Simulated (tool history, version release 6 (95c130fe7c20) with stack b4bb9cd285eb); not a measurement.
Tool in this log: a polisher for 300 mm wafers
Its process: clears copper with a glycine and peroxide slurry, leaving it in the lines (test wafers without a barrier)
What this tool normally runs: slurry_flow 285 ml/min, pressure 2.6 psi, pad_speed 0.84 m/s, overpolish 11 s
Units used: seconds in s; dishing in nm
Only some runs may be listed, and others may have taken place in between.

run   hour  slurry_flow  pressure  pad_speed  overpolish  incoming thickness of the incoming film, nm  seconds  dishing
  1    0.0          285       2.6       0.84          14                                        562.0    151.8     37.9
  2   24.0          285       2.6       0.84           6                                        558.9    150.4     17.4
  3   59.3          285       2.4       0.84          11                                        559.5    161.0     29.6
      81.9  -- worn pad replaced by a new one
  4   83.8          285       2.4       0.84          11                                        562.6    158.8     29.5
  5  108.3          285       2.6       0.84          11                                        559.2    152.3     30.3
  6  133.4          285       2.6       0.84          11                                        560.4    154.2     30.5
  7  147.3          260       2.6       0.84          11                                        560.8    152.9     30.0
  8  175.9          260       2.6       0.84          11                                        570.7    153.9     30.1
  9  188.2          285       2.6       0.84          11                                        556.4    149.6     30.3
 10  200.7          285       2.6       0.84          11                                        554.3    150.3     30.3
 11  226.5          285       2.6       0.84          11                                        550.0    149.7     30.7
 12  240.4          335       1.7       0.84          11                                        561.2    195.9     23.7
 13  275.6          215       2.6       0.72          11                                        563.7    173.4     27.8
 14  289.1          285       1.8       0.84          11                                        565.2    191.1     25.0
     301.4  -- slurry nozzle cleaned
 15  306.7          340       2.6       0.84          14                                        564.0    150.8     37.2
 16  332.0          285       2.6       0.84          11                                        567.1    156.7     30.1
 17  365.6          285       3.4       0.84          11                                        568.1    129.7     36.3
 18  385.4          200       3.2       0.84          18                                        554.7    136.7     51.3
 19  412.4          285       2.6       0.92          11                                        553.0    140.2     31.5
 20  425.4          285       2.9       1.04          11                                        561.8    123.8     36.2
 21  474.1          285       3.4       0.84          11                                        553.8    125.7     35.8
     483.1  -- worn pad replaced by a new one, of another model than before
 22  495.2          285       2.6       0.84           5                                        569.4    155.4     15.3
 23  516.6          260       2.6       0.84          11                                        562.6    152.0     30.8
     524.0  -- head pressure recalibrated
 24  549.0          285       2.6       0.84          11                                        559.4    145.1     31.4
 25  569.6          315       3.0       0.84          11                                        559.9    137.1     34.0
 26  589.0          210       1.8       0.54           4                                        554.6    193.5      9.5
 27  611.7          285       2.6       0.84          11                                        562.4    145.7     31.0
 28  624.7          315       1.9       0.96           8                                        556.5    151.5     23.3
 29  638.3          250       3.3       0.84          11                                        554.2    131.2     34.1
 30  650.5          385       2.6       0.84          11                                        560.1    145.1     32.5
 31  674.9          215       2.6       0.72          11                                        562.2    160.6     30.1
 32  695.5          235       2.6       0.84          13                                        556.0    144.5     36.5
 33  716.6          285       3.5       0.84          11                                        562.9    130.6     35.0
 34  749.6          365       2.6       0.58          11                                        564.4    168.9     28.0
 35  770.3          285       2.6       0.84          11                                        567.5    147.7     31.6

Here are 3 independent what-if runs from the current tool condition. What would each one return?
  A  770.8          285       2.6       0.84          11                                        563.3        ?        ?
  B  770.8          360       2.6       0.84          16                                        563.3        ?        ?
  C  770.8          340       2.6       0.84           4                                        563.3        ?        ?

run  seconds  dishing
  A    147.3     32.7
  B    145.8     45.4
  C    146.1     12.9
With no hidden state in the tool, these same runs would have given:
run  seconds  dishing
  A    146.8     32.8
  B    145.3     45.5
  C    145.7     13.0
